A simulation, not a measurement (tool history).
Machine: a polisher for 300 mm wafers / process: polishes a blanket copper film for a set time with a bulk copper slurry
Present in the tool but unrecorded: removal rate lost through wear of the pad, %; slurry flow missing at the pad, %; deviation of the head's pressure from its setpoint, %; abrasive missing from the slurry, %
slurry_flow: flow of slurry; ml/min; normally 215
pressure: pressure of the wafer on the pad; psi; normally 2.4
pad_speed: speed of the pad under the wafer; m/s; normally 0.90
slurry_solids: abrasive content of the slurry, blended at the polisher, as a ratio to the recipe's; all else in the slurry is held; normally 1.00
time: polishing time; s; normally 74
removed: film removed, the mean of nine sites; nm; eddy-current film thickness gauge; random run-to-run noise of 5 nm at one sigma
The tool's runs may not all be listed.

run,hour,slurry_flow,pressure,pad_speed,slurry_solids,time,wafers since the last listed run,wafers polished on this pad,hours since the slurry nozzle was cleaned,hours since the head pressure was calibrated,hours since the slurry blender was calibrated,"incoming thickness of the incoming film, nm",removed
1,0.0,185,2.4,0.90,1.00,74,0,1125,420.6,722.3,128.4,2901.6,412.7
2,38.4,185,2.4,0.90,1.00,74,269,1395,459.0,760.7,166.8,2837.5,413.2
3,79.8,185,2.4,0.90,1.00,74,290,1686,500.4,802.1,208.2,2928.3,408.5
4,119.8,215,2.4,0.70,1.00,65,280,1966,540.4,842.1,248.2,2851.1,287.8
5,150.7,215,2.4,0.70,1.00,65,216,2183,571.3,873.0,279.1,2866.1,287.4
# hour 155.7: worn pad replaced by a new one
# hour 157.8: head pressure recalibrated
# hour 178.8: slurry blender recalibrated
6,201.4,215,2.4,0.70,1.00,65,299,292,622.0,43.6,22.6,2936.6,295.6
7,289.0,215,2.4,1.06,1.00,74,615,907,709.6,131.2,110.2,2870.8,499.1
# hour 302.0: slurry nozzle cleaned
8,360.8,215,2.4,0.90,1.00,74,497,1404,58.8,203.0,182.0,2849.8,426.4
9,421.9,215,2.4,0.90,1.00,74,428,1833,119.9,264.1,243.1,2898.6,415.7
# hour 449.7: worn pad replaced by a new one
10,450.2,215,2.4,0.90,1.00,74,170,3,148.2,292.4,271.4,2845.2,420.8
11,480.0,215,2.4,0.90,1.00,74,209,212,178.0,322.2,301.2,2947.7,428.7
# hour 511.0: slurry blender recalibrated
12,526.2,215,2.4,0.90,1.00,74,310,523,224.2,368.4,15.2,2918.6,425.6
13,582.4,175,2.4,0.90,1.00,74,394,917,280.4,424.6,71.4,2858.9,413.3
14,647.7,175,2.4,0.90,1.00,74,458,1376,345.7,489.9,136.7,2869.0,409.1
15,680.6,160,1.6,0.90,1.00,74,230,1607,378.6,522.8,169.6,2853.3,268.0
16,731.0,215,2.4,0.90,1.00,74,353,1960,429.0,573.2,220.0,2892.0,418.5
17,774.0,215,2.4,0.90,1.00,74,301,2262,472.0,616.2,263.0,2876.7,419.3
# hour 794.2: worn pad replaced by a new one
18,836.9,215,1.9,0.90,0.90,74,413,299,534.9,679.1,325.9,2913.7,324.9
# hour 881.6: slurry blender recalibrated
19,882.3,215,2.4,0.90,1.00,74,304,604,580.3,724.5,0.7,2876.5,411.5
20,928.2,175,2.1,0.90,1.00,74,322,926,626.2,770.4,46.6,2886.1,346.5
21,988.6,165,2.4,0.60,1.00,74,424,1350,686.6,830.8,107.0,2838.0,277.5
# hour 999.5: head pressure recalibrated
22,1045.3,150,2.2,0.68,1.00,59,384,1734,743.3,45.8,163.7,2904.9,242.2
# hour 1081.0: slurry nozzle cleaned
23,1103.0,150,2.2,0.68,1.00,59,398,2132,22.0,103.5,221.4,2894.9,238.5
# hour 1149.8: worn pad replaced by a new one
# hour 1183.5: slurry blender recalibrated
24,1317.5,215,2.4,0.90,1.00,74,1463,1163,236.5,318.0,134.0,2880.9,422.8
25,1360.6,275,2.4,1.16,0.90,61,302,1466,279.6,361.1,177.1,2894.3,445.8
26,1409.0,215,2.4,1.10,1.00,74,339,1806,328.0,409.5,225.5,2897.9,508.3
# hour 1450.1: worn pad replaced by a new one
27,1455.6,215,2.4,0.90,1.25,92,299,38,374.6,456.1,272.1,2899.0,550.9
28,1490.6,215,2.4,0.90,1.00,82,245,284,409.6,491.1,307.1,2903.5,460.1
29,1523.5,215,2.4,0.90,1.00,74,230,515,442.5,524.0,340.0,2913.6,408.9
30,1553.5,215,2.4,0.90,1.00,52,210,725,472.5,554.0,370.0,2902.8,295.2

Entry by entry between the runs, the difference in hidden state between the last listed run before and the first listed run after:
Logged between run 5 and run 6: worn pad replaced by a new one (hour 155.7); head pressure recalibrated (hour 157.8); slurry blender recalibrated (hour 178.8)
  deviation of the head's pressure from its setpoint, %: -6.12 -> -1.75
  what was measured, less what the result would be without the hidden state, removed: -18.8 -> -5.2 nm
Logged between run 7 and run 8: slurry nozzle cleaned (hour 302.0)
  deviation of the head's pressure from its setpoint, %: -3.34 -> -4.31
  what was measured, less what the result would be without the hidden state, removed: -17.2 -> -19.2 nm
Logged between run 9 and run 10: worn pad replaced by a new one (hour 449.7)
  deviation of the head's pressure from its setpoint, %: -4.95 -> -5.2
  what was measured, less what the result would be without the hidden state, removed: -21.7 -> -23.1 nm
Logged between run 11 and run 12: slurry blender recalibrated (hour 511.0)
  deviation of the head's pressure from its setpoint, %: -5.44 -> -5.76
  what was measured, less what the result would be without the hidden state, removed: -24.6 -> -26.0 nm
Logged between run 17 and run 18: worn pad replaced by a new one (hour 794.2)
  deviation of the head's pressure from its setpoint, %: -6.78 -> -6.92
  what was measured, less what the result would be without the hidden state, removed: -30.4 -> -24.1 nm
Logged between run 18 and run 19: slurry blender recalibrated (hour 881.6)
  deviation of the head's pressure from its setpoint, %: -6.92 -> -7
  what was measured, less what the result would be without the hidden state, removed: -24.1 -> -30.9 nm
Logged between run 21 and run 22: head pressure recalibrated (hour 999.5)
  deviation of the head's pressure from its setpoint, %: -7.15 -> -1.05
  what was measured, less what the result would be without the hidden state, removed: -21.3 -> -2.6 nm
Logged between run 22 and run 23: slurry nozzle cleaned (hour 1081.0)
  deviation of the head's pressure from its setpoint, %: -1.05 -> -2.15
  what was measured, less what the result would be without the hidden state, removed: -2.6 -> -5.3 nm
Logged between run 23 and run 24: worn pad replaced by a new one (hour 1149.8); slurry blender recalibrated (hour 1183.5)
  deviation of the head's pressure from its setpoint, %: -2.15 -> -4.66
  what was measured, less what the result would be without the hidden state, removed: -5.3 -> -20.7 nm
Logged between run 26 and run 27: worn pad replaced by a new one (hour 1450.1)
  deviation of the head's pressure from its setpoint, %: -5.25 -> -5.48
  what was measured, less what the result would be without the hidden state, removed: -28.2 -> -32.0 nm
